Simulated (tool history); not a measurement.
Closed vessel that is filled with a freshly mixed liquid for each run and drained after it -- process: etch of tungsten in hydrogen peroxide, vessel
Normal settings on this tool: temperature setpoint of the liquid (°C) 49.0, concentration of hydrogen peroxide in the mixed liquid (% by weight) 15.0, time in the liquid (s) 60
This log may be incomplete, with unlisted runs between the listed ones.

| run | hour | temperature setpoint of the liquid (°C) | concentration of hydrogen peroxide in the mixed liquid (% by weight) | time in the liquid (s) | wafers since the last listed run | hours since the thermometer was replaced | hours since the peroxide flow meter was replaced | hours since the drum of peroxide was connected | hours since the gauge calibration | read-back film thickness of the tungsten reference wafer, read on the same gauge (nm) | thickness taken off the tungsten on a monitor wafer (Å) |
|---|---|---|---|---|---|---|---|---|---|---|---|
| 1 | 0.0 | 53.0 | 15.0 | 60 | 0 | 1063.8 | 75.7 | 554.7 | 51.4 | 129.71 | 822.1 |
| 2 | 20.0 | 53.0 | 15.0 | 60 | 2859 | 1083.8 | 95.7 | 574.7 | 71.4 | 129.67 | 823.1 |
| 3 | 40.1 | 53.0 | 15.0 | 60 | 2873 | 1103.9 | 115.8 | 594.8 | 91.5 | 129.52 | 825.3 |
| 4 | 73.2 | 51.5 | 13.0 | 60 | 4732 | 1137.0 | 148.9 | 627.9 | 124.6 | 129.34 | 697.3 |
| 5 | 93.8 | 49.0 | 15.0 | 60 | 2945 | 1157.6 | 169.5 | 648.5 | 145.2 | 129.24 | 639.4 |
| 6 | 121.3 | 49.0 | 15.0 | 60 | 3931 | 1185.1 | 197.0 | 676.0 | 172.7 | 129.12 | 642.3 |
| 7 | 148.5 | 49.0 | 15.0 | 60 | 3888 | 1212.3 | 224.2 | 703.2 | 199.9 | 128.98 | 640.5 |
| 8 | 178.4 | 49.0 | 15.0 | 60 | 4275 | 1242.2 | 254.1 | 733.1 | 229.8 | 128.81 | 640.1 |
| 9 | 212.5 | 49.0 | 15.0 | 60 | 4875 | 1276.3 | 288.2 | 767.2 | 263.9 | 128.63 | 640.6 |
|  | 217.5 | new drum of peroxide connected |
| 10 | 244.0 | 49.0 | 15.0 | 60 | 4360 | 1307.8 | 319.7 | 26.5 | 295.4 | 128.48 | 632.7 |
| 11 | 277.3 | 55.5 | 15.0 | 80 | 4761 | 1341.1 | 353.0 | 59.8 | 328.7 | 128.34 | 1263.0 |
|  | 298.5 | gauge calibrated |
|  | 304.6 | peroxide flow meter replaced |
| 12 | 305.1 | 49.0 | 15.0 | 60 | 3831 | 1368.9 | 0.5 | 87.6 | 6.6 | 130.24 | 644.8 |
| 13 | 321.6 | 44.0 | 12.0 | 80 | 2359 | 1385.4 | 17.0 | 104.1 | 23.1 | 130.18 | 566.5 |
| 14 | 345.5 | 56.0 | 15.0 | 30 | 3417 | 1409.3 | 40.9 | 128.0 | 47.0 | 130.05 | 491.9 |
| 15 | 371.3 | 52.5 | 15.0 | 90 | 3688 | 1435.1 | 66.7 | 153.8 | 72.8 | 129.94 | 1206.3 |
| 16 | 391.8 | 45.5 | 13.5 | 90 | 2931 | 1455.6 | 87.2 | 174.3 | 93.3 | 129.81 | 741.1 |
|  | 421.7 | thermometer replaced |
| 17 | 424.5 | 49.0 | 12.5 | 60 | 4532 | 2.8 | 119.9 | 207.0 | 126.0 | 129.66 | 584.2 |
| 18 | 457.1 | 49.0 | 15.0 | 60 | 4661 | 35.4 | 152.5 | 239.6 | 158.6 | 129.46 | 645.6 |
| 19 | 502.1 | 54.0 | 12.0 | 45 | 6433 | 80.4 | 197.5 | 284.6 | 203.6 | 129.20 | 585.7 |
| 20 | 528.2 | 49.0 | 15.0 | 75 | 3731 | 106.5 | 223.6 | 310.7 | 229.7 | 129.07 | 804.2 |
| 21 | 551.4 | 43.5 | 18.0 | 45 | 3317 | 129.7 | 246.8 | 333.9 | 252.9 | 128.96 | 371.6 |

Consider 3 possible next runs. They are alternatives, not a sequence: every one starts from the tool as it was left by run 21. What does each give?
| A | 552.1 | 49.0 | 17.5 | 60 | 100 | 130.4 | 247.5 | 334.6 | 253.6 | ? | ? |
| B | 552.1 | 41.0 | 19.5 | 40 | 100 | 130.4 | 247.5 | 334.6 | 253.6 | ? | ? |
| C | 552.1 | 49.0 | 17.0 | 70 | 100 | 130.4 | 247.5 | 334.6 | 253.6 | ? | ? |

| run | read-back film thickness of the tungsten reference wafer, read on the same gauge (nm) | thickness taken off the tungsten on a monitor wafer (Å) |
|---|---|---|
| A | 128.95 | 689.1 |
| B | 128.95 | 292.8 |
| C | 128.95 | 792.4 |
What these runs would have given with no unlogged condition in the tool:
| run | thickness taken off the tungsten on a monitor wafer (Å) |
|---|---|
| A | 694.6 |
| B | 295.1 |
| C | 798.7 |
